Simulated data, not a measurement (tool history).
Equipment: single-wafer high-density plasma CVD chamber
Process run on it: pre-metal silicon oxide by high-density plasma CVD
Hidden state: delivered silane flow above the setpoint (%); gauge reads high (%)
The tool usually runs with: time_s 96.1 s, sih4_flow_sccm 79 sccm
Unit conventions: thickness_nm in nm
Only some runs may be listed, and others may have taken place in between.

run,hour,time_s,sih4_flow_sccm,wafers since the last listed run,hours since the silane flow controller was replaced,hours since the gauge calibration,"read-back reference wafer on the same gauge, thickness_nm",thickness_nm
1,0.0,96.1,79,0,3351.3,3.0,749.990,709.783
2,55.7,96.1,79,646,3407.0,58.7,749.765,707.021
3,130.8,96.1,79,872,3482.1,133.8,750.093,706.974
4,186.2,96.1,79,643,3537.5,189.2,749.923,705.676
5,237.5,96.1,79,595,3588.8,240.5,749.672,710.074
6,334.6,96.1,79,1127,3685.9,337.6,750.123,704.950
7,404.4,96.1,79,810,3755.7,407.4,749.072,709.304
8,456.8,109.2,79,608,3808.1,459.8,749.415,801.196
9,496.0,109.2,79,455,3847.3,499.0,750.145,800.034
10,564.5,96.1,79,795,3915.8,567.5,749.714,705.526
11,617.0,96.1,79,609,3968.3,620.0,750.365,705.417
12,712.9,96.1,79,1113,4064.2,715.9,749.803,702.136
13,804.7,96.1,79,1065,4156.0,807.7,749.838,705.176
14,883.5,96.1,90,915,4234.8,886.5,750.757,800.085
15,987.1,88.5,79,1202,4338.4,990.1,749.762,646.668
16,1075.0,114.0,84,1020,4426.3,1078.0,749.594,888.055
17,1125.8,96.1,79,589,4477.1,1128.8,750.507,702.037
# hour 1127.1: gauge calibrated
18,1165.2,107.9,90,457,4516.5,38.1,749.708,894.565
# hour 1274.8: silane flow controller replaced
19,1377.2,88.0,64,2368,102.4,250.1,749.906,541.237
20,1462.9,112.2,83,995,188.1,335.8,749.894,895.453
21,1652.9,96.1,73,2206,378.1,525.8,749.438,674.855
22,1717.4,96.1,79,748,442.6,590.3,750.011,729.881
23,1791.0,109.4,79,854,516.2,663.9,749.309,829.228
24,1888.1,96.1,79,1127,613.3,761.0,750.046,728.499
25,1976.3,96.1,79,1024,701.5,849.2,749.542,729.639
26,2018.7,82.6,64,492,743.9,891.6,750.273,507.794

Take each entry between the runs: how does the hidden state at the last listed run before it differ from the hidden state at the first listed run after it?
In the gap between runs 17 and 18: gauge calibrated (hour 1127.1)
  delivered silane flow above the setpoint (%): -4.02 -> -4.05
  what was measured, less what the result would be without the hidden state, thickness_nm: -29.393 -> -37.788 nm
In the gap between runs 18 and 19: silane flow controller replaced (hour 1274.8)
  delivered silane flow above the setpoint (%): -4.05 -> 0.184
  what was measured, less what the result would be without the hidden state, thickness_nm: -37.788 -> +0.992 nm
